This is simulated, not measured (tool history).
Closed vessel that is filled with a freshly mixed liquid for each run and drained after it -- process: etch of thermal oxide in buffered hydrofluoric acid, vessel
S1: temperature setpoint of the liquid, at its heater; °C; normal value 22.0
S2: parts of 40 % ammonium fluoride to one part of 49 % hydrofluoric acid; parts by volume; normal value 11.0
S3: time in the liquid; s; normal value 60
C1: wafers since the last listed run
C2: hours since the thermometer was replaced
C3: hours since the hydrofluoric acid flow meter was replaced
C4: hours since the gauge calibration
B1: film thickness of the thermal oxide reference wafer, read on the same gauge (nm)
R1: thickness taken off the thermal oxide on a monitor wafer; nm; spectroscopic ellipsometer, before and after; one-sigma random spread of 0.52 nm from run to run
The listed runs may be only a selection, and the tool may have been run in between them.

| run | day | S1 | S2 | S3 | C1 | C2 | C3 | C4 | B1 | R1 |
|---|---|---|---|---|---|---|---|---|---|---|
| 1 | 0.000 | 22.0 | 11.0 | 60 | 0 | 712.8 | 190.1 | 736.0 | 140.01 | 56.90 |
| 2 | 4.312 | 22.0 | 11.0 | 60 | 13482 | 816.3 | 293.6 | 839.5 | 139.96 | 58.94 |
| 3 | 7.971 | 22.0 | 11.0 | 60 | 11437 | 904.1 | 381.4 | 927.3 | 139.99 | 58.16 |
| 4 | 9.783 | 22.0 | 11.0 | 60 | 5666 | 947.6 | 424.9 | 970.8 | 139.98 | 59.12 |
| 5 | 13.229 | 22.0 | 11.0 | 60 | 10772 | 1030.3 | 507.6 | 1053.5 | 140.00 | 57.73 |
| 6 | 17.375 | 25.5 | 11.0 | 60 | 12961 | 1129.8 | 607.1 | 1153.0 | 140.04 | 72.44 |
| 7 | 21.404 | 22.0 | 11.0 | 60 | 12596 | 1226.5 | 703.8 | 1249.7 | 140.01 | 60.69 |
| 8 | 23.762 | 22.0 | 8.5 | 60 | 7372 | 1283.1 | 760.4 | 1306.3 | 140.00 | 76.71 |
|  | 27.029 | hydrofluoric acid flow meter replaced |
| 9 | 27.162 | 22.0 | 8.5 | 60 | 10499 | 1364.7 | 3.2 | 1387.9 | 140.00 | 69.88 |
| 10 | 31.479 | 22.0 | 12.0 | 60 | 13495 | 1468.3 | 106.8 | 1491.5 | 140.00 | 52.38 |
| 11 | 39.725 | 22.0 | 12.0 | 60 | 25779 | 1666.2 | 304.7 | 1689.4 | 139.97 | 53.21 |
| 12 | 41.383 | 20.0 | 11.0 | 60 | 5184 | 1706.0 | 344.5 | 1729.2 | 140.01 | 52.74 |
| 13 | 45.617 | 20.0 | 11.0 | 60 | 13234 | 1807.6 | 446.1 | 1830.8 | 139.98 | 53.65 |
| 14 | 52.371 | 22.0 | 11.0 | 60 | 21115 | 1969.7 | 608.2 | 1992.9 | 139.98 | 58.57 |
| 15 | 56.546 | 19.0 | 14.0 | 45 | 13052 | 2069.9 | 708.4 | 2093.1 | 139.97 | 29.87 |
| 16 | 64.712 | 24.0 | 8.5 | 60 | 25531 | 2265.9 | 904.4 | 2289.1 | 139.98 | 86.55 |
|  | 64.767 | hydrofluoric acid flow meter replaced |
| 17 | 68.154 | 24.5 | 11.0 | 80 | 10629 | 2348.5 | 81.3 | 2371.7 | 140.01 | 86.30 |
|  | 69.954 | gauge calibrated |
| 18 | 70.483 | 22.0 | 11.0 | 60 | 7281 | 2404.4 | 137.2 | 12.7 | 140.00 | 56.15 |
| 19 | 73.538 | 25.0 | 15.5 | 60 | 9548 | 2477.7 | 210.5 | 86.0 | 140.01 | 47.49 |
| 20 | 77.888 | 22.0 | 8.5 | 60 | 13599 | 2582.1 | 314.9 | 190.4 | 140.01 | 71.86 |
|  | 81.750 | thermometer replaced |
| 21 | 87.762 | 18.5 | 7.5 | 35 | 30742 | 144.3 | 551.9 | 427.4 | 140.02 | 40.88 |
| 22 | 89.783 | 20.0 | 15.0 | 30 | 6317 | 192.8 | 600.4 | 475.9 | 139.98 | 19.79 |
| 23 | 92.996 | 25.0 | 8.0 | 60 | 10043 | 269.9 | 677.5 | 553.0 | 140.01 | 94.68 |
| 24 | 96.083 | 18.5 | 11.0 | 60 | 9652 | 344.0 | 751.6 | 627.1 | 140.02 | 48.85 |
| 25 | 99.412 | 22.0 | 9.5 | 60 | 10408 | 423.9 | 831.5 | 707.0 | 139.98 | 67.72 |
| 26 | 100.912 | 19.5 | 11.0 | 60 | 4689 | 459.9 | 867.5 | 743.0 | 140.00 | 52.76 |
| 27 | 103.175 | 23.5 | 7.5 | 60 | 7073 | 514.2 | 921.8 | 797.3 | 140.02 | 94.51 |
| 28 | 105.375 | 22.0 | 11.0 | 60 | 6877 | 567.0 | 974.6 | 850.1 | 140.01 | 62.16 |
|  | 106.567 | hydrofluoric acid flow meter replaced |
| 29 | 108.512 | 27.0 | 14.5 | 85 | 9678 | 642.3 | 46.7 | 925.4 | 140.00 | 80.80 |
| 30 | 110.125 | 22.0 | 12.5 | 85 | 5041 | 681.0 | 85.4 | 964.1 | 140.00 | 70.76 |
| 31 | 112.100 | 22.0 | 15.5 | 60 | 6174 | 728.4 | 132.8 | 1011.5 | 139.98 | 40.80 |
| 32 | 114.971 | 22.0 | 11.0 | 60 | 8975 | 797.3 | 201.7 | 1080.4 | 139.98 | 56.78 |
| 33 | 118.754 | 26.5 | 8.0 | 80 | 11827 | 888.1 | 292.5 | 1171.2 | 139.98 | 132.52 |

Each row is a separate what-if for the run after 33, all from the same tool condition, not one after another. Results?
| A | 118.783 | 22.0 | 11.0 | 90 | 91 | 888.8 | 293.2 | 1171.9 | ? | ? |
| B | 118.783 | 19.5 | 9.0 | 50 | 91 | 888.8 | 293.2 | 1171.9 | ? | ? |
| C | 118.783 | 22.0 | 14.5 | 60 | 91 | 888.8 | 293.2 | 1171.9 | ? | ? |
| D | 118.783 | 22.0 | 15.5 | 75 | 91 | 888.8 | 293.2 | 1171.9 | ? | ? |

| run | B1 | R1 |
|---|---|---|
| A | 139.98 | 86.33 |
| B | 139.98 | 49.14 |
| C | 139.98 | 43.93 |
| D | 139.98 | 51.43 |
With the hidden condition removed and each run's random variation left untouched, the same runs would have given:
| run | R1 |
|---|---|
| A | 83.12 |
| B | 47.11 |
| C | 42.28 |
| D | 49.50 |
